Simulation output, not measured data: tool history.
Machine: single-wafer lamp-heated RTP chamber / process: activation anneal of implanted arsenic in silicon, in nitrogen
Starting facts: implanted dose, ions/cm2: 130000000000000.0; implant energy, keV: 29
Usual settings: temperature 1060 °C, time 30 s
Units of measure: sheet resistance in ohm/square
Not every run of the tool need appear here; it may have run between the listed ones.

run     day  temperature  time  wafers since the last listed run  wafers since the last pyrometer calibration  wafers since the reflector plate was cleaned  hours since the gauge calibration  read-back reference wafer on the same gauge, sheet resistance  sheet resistance
  1       0         1060    23                                 0                                         4989                                          9658                              165.3                                                         587.09            540.85
  2   0.838         1060    23                               251                                         5241                                          9910                              185.4                                                            587            541.67
  3   1.621         1060    30                               235                                         5476                                         10145                              204.2                                                         587.15            537.62
  4   2.929         1060    30                               392                                         5868                                         10537                              235.6                                                         587.04            537.91
  5   4.108         1060    30                               353                                         6222                                         10891                              263.9                                                         586.92            537.49
  6   5.288         1060    30                               353                                         6576                                         11245                              292.2                                                         587.03            537.32
      6.175  -- gauge calibrated
  7   6.762         1060    40                               442                                         7018                                         11687                               14.1                                                          586.8            535.28
      7.675  -- reflector plate cleaned
  8   7.696         1060    40                               180                                         7198                                             5                               36.5                                                         587.17             535.7
  9     8.6         1060    30                               271                                         7470                                           276                               58.2                                                         587.49            538.48
 10   9.579         1043    30                               293                                         7763                                           570                               81.7                                                         587.27            539.47
      9.988  -- pyrometer window cleaned and pyrometer calibrated
 11  10.304         1060    30                               117                                           95                                           688                               99.1                                                         586.93            537.46
 12  11.396         1036    15                               327                                          423                                          1015                              125.3                                                         587.09            547.21
 13  12.738         1051    17                               402                                          825                                          1418                              157.5                                                         586.99            542.79
 14  13.596         1046    13                               257                                         1083                                          1675                              178.1                                                         586.81            546.27
 15    14.4         1041    25                               241                                         1324                                          1917                              197.4                                                         586.73            544.83
 16  15.783         1060    37                               415                                         1739                                          2332                              230.6                                                         587.12            537.39
 17  16.488         1037    15                               211                                         1950                                          2543                              247.5                                                         586.92             548.1

Alternative continuations, all from the tool just after run 17; predict every row:
  A  16.504         1060    30                                 5                                         1955                                          2548                              247.9                                                              ?                 ?
  B  16.504         1040    44                                 5                                         1955                                          2548                              247.9                                                              ?                 ?
  C  16.504         1049    24                                 5                                         1955                                          2548                              247.9                                                              ?                 ?
  D  16.504         1060    14                                 5                                         1955                                          2548                              247.9                                                              ?                 ?

run  read-back reference wafer on the same gauge, sheet resistance  sheet resistance
  A                                                         587.24            538.29
  B                                                         587.24            538.94
  C                                                         587.24             542.3
  D                                                         587.24            544.39
With no hidden state in the tool, these same runs would have given:
run  sheet resistance
  A            538.29
  B            538.94
  C             542.3
  D            544.39

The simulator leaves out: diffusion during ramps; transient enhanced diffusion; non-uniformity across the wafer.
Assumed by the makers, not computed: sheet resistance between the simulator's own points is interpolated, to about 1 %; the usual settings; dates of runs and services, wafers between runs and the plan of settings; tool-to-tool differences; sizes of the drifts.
